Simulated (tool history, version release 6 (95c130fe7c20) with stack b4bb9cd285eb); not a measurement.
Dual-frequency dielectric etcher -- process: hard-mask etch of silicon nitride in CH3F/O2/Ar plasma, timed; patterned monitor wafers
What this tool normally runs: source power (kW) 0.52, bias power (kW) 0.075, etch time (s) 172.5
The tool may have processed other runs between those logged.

| run | day | source power (kW) | bias power (kW) | etch time (s) | read-back reference wafer on the same gauge, depth_nm | mean etch depth across the wafer (angstrom) |
|---|---|---|---|---|---|---|
| 1 | 0 | 0.52 | 0.083 | 172.5 | 168.9 | 1453 |
| 2 | 0.629 | 0.52 | 0.075 | 172.5 | 168.9 | 1401 |
| 3 | 2.533 | 0.52 | 0.075 | 172.5 | 169.1 | 1391 |
|  | 3.7 | bias power generator calibrated |
|  | 3.992 | upper electrode replaced |
| 4 | 4.012 | 0.52 | 0.075 | 172.5 | 169.1 | 1379 |
| 5 | 4.029 | 0.49 | 0.063 | 172.5 | 168.9 | 1328 |
| 6 | 4.229 | 0.49 | 0.063 | 172.5 | 169 | 1314 |
|  | 4.533 | source power generator calibrated |
| 7 | 4.808 | 0.52 | 0.075 | 172.5 | 169 | 1390 |
|  | 5.088 | gauge calibrated |
| 8 | 5.338 | 0.52 | 0.075 | 172.5 | 169.1 | 1401 |
| 9 | 6.079 | 0.52 | 0.075 | 172.5 | 169.1 | 1390 |
| 10 | 6.421 | 0.52 | 0.075 | 172.5 | 169.1 | 1379 |
|  | 7.438 | wet clean of the chamber |
| 11 | 7.458 | 0.52 | 0.075 | 172.5 | 168.9 | 1473 |
| 12 | 7.579 | 0.52 | 0.075 | 172.5 | 169.1 | 1475 |
| 13 | 7.904 | 0.52 | 0.075 | 172.5 | 169.2 | 1470 |
| 14 | 8.462 | 0.52 | 0.069 | 204 | 168.8 | 1685 |
| 15 | 9 | 0.59 | 0.082 | 172.5 | 169 | 1542 |
| 16 | 9.617 | 0.58 | 0.086 | 212 | 169 | 1906 |
| 17 | 10.108 | 0.65 | 0.089 | 145 | 168.9 | 1379 |
| 18 | 10.621 | 0.55 | 0.085 | 218.5 | 168.9 | 1933 |
| 19 | 10.896 | 0.52 | 0.069 | 204 | 168.9 | 1670 |
| 20 | 11.271 | 0.46 | 0.066 | 207.5 | 169 | 1637 |
| 21 | 11.812 | 0.59 | 0.075 | 219 | 168.9 | 1911 |
| 22 | 12.238 | 0.41 | 0.057 | 146.5 | 169.2 | 1086 |

What was the tool's hidden state at every run in the log?
source power that arrives over what is set, %: 0 across all the runs
bias power that arrives over what is set, %: 0 across all the runs
gauge reads high (%): 0 across all the runs
H1: etch rate over this chamber's usual, %
| run | H1 |
|---|---|
| 1 | -4.27 |
| 2 | -4.43 |
| 3 | -4.92 |
| 4 | -5.29 |
| 5 | -5.3 |
| 6 | -5.35 |
| 7 | -5.49 |
| 8 | -5.63 |
| 9 | -5.82 |
| 10 | -5.9 |
| 11 | -0.183 |
| 12 | -0.214 |
| 13 | -0.296 |
| 14 | -0.438 |
| 15 | -0.575 |
| 16 | -0.732 |
| 17 | -0.857 |
| 18 | -0.987 |
| 19 | -1.06 |
| 20 | -1.15 |
| 21 | -1.29 |
| 22 | -1.4 |
